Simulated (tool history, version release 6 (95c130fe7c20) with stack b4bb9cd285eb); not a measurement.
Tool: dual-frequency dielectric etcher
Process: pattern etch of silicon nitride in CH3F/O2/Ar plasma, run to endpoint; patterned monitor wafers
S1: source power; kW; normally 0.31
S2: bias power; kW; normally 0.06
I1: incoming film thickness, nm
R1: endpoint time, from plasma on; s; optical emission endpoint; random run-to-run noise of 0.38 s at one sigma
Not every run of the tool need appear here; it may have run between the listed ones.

run     day    S1     S2     I1    R1
  1       0  0.29   0.06  36.92  64.2
  2    3.15  0.29   0.06  36.67  63.2
  3   7.454  0.29   0.06  36.84  63.5
      8.871  -- wet clean of the chamber
  4  10.804  0.31  0.067     37  63.2
  5  14.058  0.31  0.067  36.94    63
  6  18.292  0.31  0.067  37.17  62.3
  7  20.417  0.31   0.06  36.93  63.5
  8  24.396  0.31   0.06  36.99  63.2
  9  29.008  0.31   0.06  36.47  62.5
 10  30.925  0.31  0.051  36.78  65.6
     34.033  -- wet clean of the chamber
 11  34.054  0.31  0.051  37.21  69.5
 12  37.717  0.31  0.051  36.86  69.1
 13  42.092  0.31  0.056  36.67  65.3
     50.071  -- upper electrode replaced
 14  50.979  0.31  0.056  36.57  64.6
     54.508  -- wet clean of the chamber
 15  55.012  0.35   0.06  36.86  62.9
 16  56.646  0.24  0.054  36.33  71.8
 17  60.033  0.31   0.06   36.9  65.1
 18  64.133  0.31   0.06  36.54  63.5
 19   67.15  0.31  0.067  36.57  60.6
     68.017  -- source power generator calibrated
     68.396  -- bias power generator calibrated
 20  70.621  0.28   0.06  36.79  64.9
 21  73.933  0.36  0.065  36.57  57.8

Expected results for the next run?
     77.529  -- wet clean of the chamber
 22  77.55  0.31  0.056  37.3   ?

For run 22 the tool returned R1 67.1 s.
The same run, on a tool lacking any hidden state, would have yielded R1 67.4 s.
